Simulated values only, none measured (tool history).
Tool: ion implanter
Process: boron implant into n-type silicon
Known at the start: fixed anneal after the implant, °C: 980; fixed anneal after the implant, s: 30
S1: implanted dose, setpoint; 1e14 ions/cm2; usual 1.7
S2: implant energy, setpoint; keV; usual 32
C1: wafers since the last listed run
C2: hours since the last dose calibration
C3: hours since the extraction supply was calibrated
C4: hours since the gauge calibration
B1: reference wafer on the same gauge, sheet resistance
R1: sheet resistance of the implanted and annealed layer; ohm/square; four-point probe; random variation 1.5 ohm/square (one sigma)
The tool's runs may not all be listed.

| run | hour | S1 | S2 | C1 | C2 | C3 | C4 | B1 | R1 |
|---|---|---|---|---|---|---|---|---|---|
| 1 | 0 | 1.7 | 25 | 0 | 1607.3 | 4535.8 | 684.2 | 544.35 | 492.44 |
| 2 | 49.7 | 1.7 | 25 | 721 | 1657 | 4585.5 | 733.9 | 543.78 | 490.73 |
| 3 | 111.1 | 1.7 | 25 | 891 | 1718.4 | 4646.9 | 795.3 | 544.17 | 491.91 |
| 4 | 207.5 | 1.45 | 32 | 1399 | 1814.8 | 4743.3 | 891.7 | 543.75 | 528.63 |
| 5 | 305.1 | 1.45 | 32 | 1417 | 1912.4 | 4840.9 | 989.3 | 544.05 | 525.17 |
| 6 | 377.7 | 1.45 | 32 | 1054 | 1985 | 4913.5 | 1061.9 | 543.79 | 525.27 |
| 7 | 438 | 1.7 | 29 | 875 | 2045.3 | 4973.8 | 1122.2 | 544.26 | 476.84 |
|  | 462 | extraction supply calibrated |
|  | 522.7 | Faraday cup replaced and dose calibrated |
| 8 | 523.2 | 1.9 | 27 | 1004 | 0.5 | 61.2 | 1207.4 | 544.14 | 454.86 |
|  | 593.2 | gauge calibrated |
| 9 | 610.8 | 2.1 | 32 | 1272 | 88.1 | 148.8 | 17.6 | 544.13 | 413.52 |
| 10 | 692.3 | 1.57 | 28.5 | 1183 | 169.6 | 230.3 | 99.1 | 544.4 | 517.64 |
| 11 | 762.3 | 2.21 | 36.5 | 1016 | 239.6 | 300.3 | 169.1 | 543.87 | 392.09 |
| 12 | 864.4 | 1.7 | 32 | 1482 | 341.7 | 402.4 | 271.2 | 544.02 | 482.38 |
| 13 | 922.2 | 2.07 | 39.5 | 839 | 399.5 | 460.2 | 329 | 543.98 | 406.66 |
| 14 | 1018.3 | 2.04 | 40.5 | 1395 | 495.6 | 556.3 | 425.1 | 543.7 | 406.59 |
| 15 | 1083.2 | 1.7 | 32 | 942 | 560.5 | 621.2 | 490 | 544.37 | 479.07 |

How the hidden state differs across the entries between the runs, from the last listed run before each to the first after it:
Between runs 7 and 8: extraction supply calibrated (hour 462); Faraday cup replaced and dose calibrated (hour 522.7)
  deviation of the true dose from the Faraday cup's reading, %: 3.43 -> 0.13
  measured less the result without the state, R1: -11.6 -> -0.43 ohm/square
Between runs 8 and 9: gauge calibrated (hour 593.2)
  deviation of the true dose from the Faraday cup's reading, %: 0.13 -> 0.137
  measured less the result without the state, R1: -0.43 -> -0.4 ohm/square

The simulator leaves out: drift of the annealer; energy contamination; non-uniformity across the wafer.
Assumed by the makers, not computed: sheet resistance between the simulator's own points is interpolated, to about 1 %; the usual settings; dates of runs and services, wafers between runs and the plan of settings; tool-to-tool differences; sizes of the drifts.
